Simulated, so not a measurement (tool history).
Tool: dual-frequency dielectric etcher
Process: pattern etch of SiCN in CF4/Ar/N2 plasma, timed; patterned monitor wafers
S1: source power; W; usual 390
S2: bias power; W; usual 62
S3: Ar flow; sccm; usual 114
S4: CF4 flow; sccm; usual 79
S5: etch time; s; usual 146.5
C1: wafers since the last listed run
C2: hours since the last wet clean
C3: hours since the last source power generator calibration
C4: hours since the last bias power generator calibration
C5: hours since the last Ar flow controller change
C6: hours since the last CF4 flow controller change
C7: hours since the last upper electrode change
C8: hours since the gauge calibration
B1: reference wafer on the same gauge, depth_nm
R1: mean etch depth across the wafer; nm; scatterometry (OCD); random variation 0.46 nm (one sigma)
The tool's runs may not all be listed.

run    hour   S1  S2   S3  S4     S5   C1     C2      C3      C4      C5      C6      C7      C8    B1     R1
  1     0.0  390  62  114  79  146.5    0  325.4  1290.7   395.6  2887.2  2109.8    50.3   323.6  99.0  106.6
       45.2  -- CF4 flow controller replaced
  2    98.2  390  47  130  68  146.5  569  423.6  1388.9   493.8  2985.4    53.0   148.5   421.8  98.9   91.0
  3   169.6  440  78  114  86  180.5  441  495.0  1460.3   565.2  3056.8   124.4   219.9   493.2  99.2  164.8
  4   228.2  390  62  114  79  146.5  362  553.6  1518.9   623.8  3115.4   183.0   278.5   551.8  98.9  107.5
      302.9  -- wet clean of the chamber
  5   307.1  390  57  114  79  172.0  339    4.2  1597.8   702.7  3194.3   261.9   357.4   630.7  99.0  117.9
  6   374.1  340  71   97  79  177.5  414   71.2  1664.8   769.7  3261.3   328.9   424.4   697.7  99.0  117.3
  7   472.7  420  62   92  88  184.0  609  169.8  1763.4   868.3  3359.9   427.5   523.0   796.3  98.9  149.3
  8   579.6  390  70  114  79  165.5  660  276.7  1870.3   975.2  3466.8   534.4   629.9   903.2  99.2  124.6
  9   628.6  310  62  114  79  127.5  302  325.7  1919.3  1024.2  3515.8   583.4   678.9   952.2  99.0   71.3
      651.6  -- Ar flow controller replaced
 10   691.4  310  62  114  87  146.5  351  388.5  1982.1  1087.0    39.8   646.2   741.7  1015.0  98.9   83.8
      750.2  -- source power generator calibrated
 11   750.7  390  67  114  79  146.5  341  447.8     0.5  1146.3    99.1   705.5   801.0  1074.3  99.1  109.8
 12   812.3  420  47  101  79  173.0  380  509.4    62.1  1207.9   160.7   767.1   862.6  1135.9  99.2  125.9
      895.4  -- wet clean of the chamber
 13   895.9  320  62  114  79  146.5  368    0.5   145.7  1291.5   244.3   850.7   946.2  1219.5  99.0   83.2
 14   959.2  390  62  114  79  146.5  391   63.8   209.0  1354.8   307.6   914.0  1009.5  1282.8  98.9  103.5
 15  1003.4  420  62  114  90  146.5  273  108.0   253.2  1399.0   351.8   958.2  1053.7  1327.0  98.9  113.9
 16  1072.2  490  62  114  70  111.5  425  176.8   322.0  1467.8   420.6  1027.0  1122.5  1395.8  99.0  100.1
 17  1151.3  480  51  114  79  146.5  488  255.9   401.1  1546.9   499.7  1106.1  1201.6  1474.9  99.2  121.1
 18  1248.1  390  62  114  87  146.5  598  352.7   497.9  1643.7   596.5  1202.9  1298.4  1571.7  99.0  106.3
 19  1337.7  390  47  114  79  146.5  553  442.3   587.5  1733.3   686.1  1292.5  1388.0  1661.3  98.9   95.8
 20  1382.4  390  62   92  79  146.5  276  487.0   632.2  1778.0   730.8  1337.2  1432.7  1706.0  99.0  110.9
     1409.6  -- wet clean of the chamber
 21  1446.4  390  62  114  79  146.5  247   36.8   696.2  1842.0   794.8  1401.2  1496.7  1770.0  98.9  104.7

Forecast each of these 4 alternatives for the next run:
  A  1446.9  390  62  136  79  146.5   3  37.3  696.7  1842.5  795.3  1401.7  1497.2  1770.5   ?   ?
  B  1446.9  390  52  114  97  114.0   3  37.3  696.7  1842.5  795.3  1401.7  1497.2  1770.5   ?   ?
  C  1446.9  470  76   87  79  111.0   3  37.3  696.7  1842.5  795.3  1401.7  1497.2  1770.5   ?   ?
  D  1446.9  450  67  114  66  146.5   3  37.3  696.7  1842.5  795.3  1401.7  1497.2  1770.5   ?   ?

run    B1     R1
  A  99.1  100.2
  B  99.1   76.9
  C  99.1  108.6
  D  99.1  122.2
Without the tool's hidden state the same runs would have given:
run     R1
  A   99.3
  B   76.1
  C  107.6
  D  121.0

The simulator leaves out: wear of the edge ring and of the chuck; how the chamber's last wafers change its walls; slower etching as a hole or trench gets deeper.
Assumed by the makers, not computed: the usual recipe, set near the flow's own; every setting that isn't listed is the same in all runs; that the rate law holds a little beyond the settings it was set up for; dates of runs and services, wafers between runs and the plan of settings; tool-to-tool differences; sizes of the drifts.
